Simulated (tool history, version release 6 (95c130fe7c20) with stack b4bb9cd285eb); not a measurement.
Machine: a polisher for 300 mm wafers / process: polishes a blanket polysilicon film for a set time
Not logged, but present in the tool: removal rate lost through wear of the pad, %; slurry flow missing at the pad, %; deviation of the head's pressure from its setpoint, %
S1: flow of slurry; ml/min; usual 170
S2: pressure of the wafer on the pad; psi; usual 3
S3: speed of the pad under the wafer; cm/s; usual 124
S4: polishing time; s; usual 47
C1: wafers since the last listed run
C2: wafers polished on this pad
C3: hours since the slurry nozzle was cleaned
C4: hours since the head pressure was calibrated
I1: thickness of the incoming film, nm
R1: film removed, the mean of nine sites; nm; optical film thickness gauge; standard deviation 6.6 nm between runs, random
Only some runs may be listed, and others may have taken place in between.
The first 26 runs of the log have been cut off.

run,hour,S1,S2,S3,S4,C1,C2,C3,C4,I1,R1
27,346.5,150,3,146,60,60,391,391.2,95.1,1554.7,834.1
28,355.5,125,2.1,108,62,91,482,400.2,104.1,1548.5,439.3
# hour 370.6: slurry nozzle cleaned
29,371.1,170,3,124,62,148,630,0.5,119.7,1554.7,746.8
30,387,170,4,124,47,161,791,16.4,135.6,1568.8,745.6
31,399.7,220,3,124,47,128,920,29.1,148.3,1555,561
32,408.9,170,3,124,47,93,1013,38.3,157.5,1560.5,552.7
33,421.2,170,3.5,146,34,124,1138,50.6,169.8,1547.1,547.7
# hour 434.2: worn pad replaced by a new one
34,445.4,170,3,124,47,204,113,74.8,194,1549.2,569.8
35,456.7,215,3,152,34,114,227,86.1,205.3,1532.5,515.1
36,473,170,4,82,53,165,393,102.4,221.6,1560.3,579.5

3 options for the next run, each taken on its own from the tool as it stands now. Forecast them:
A,473.4,170,3,124,47,4,397,102.8,222,1579.6,?
B,473.4,170,2.4,124,36,4,397,102.8,222,1579.6,?
C,473.4,145,3.6,124,32,4,397,102.8,222,1579.6,?

run,R1
A,575.7
B,352.8
C,460.6
Without the tool's hidden state the same runs would have given:
run,R1
A,586.4
B,359.4
C,469.2
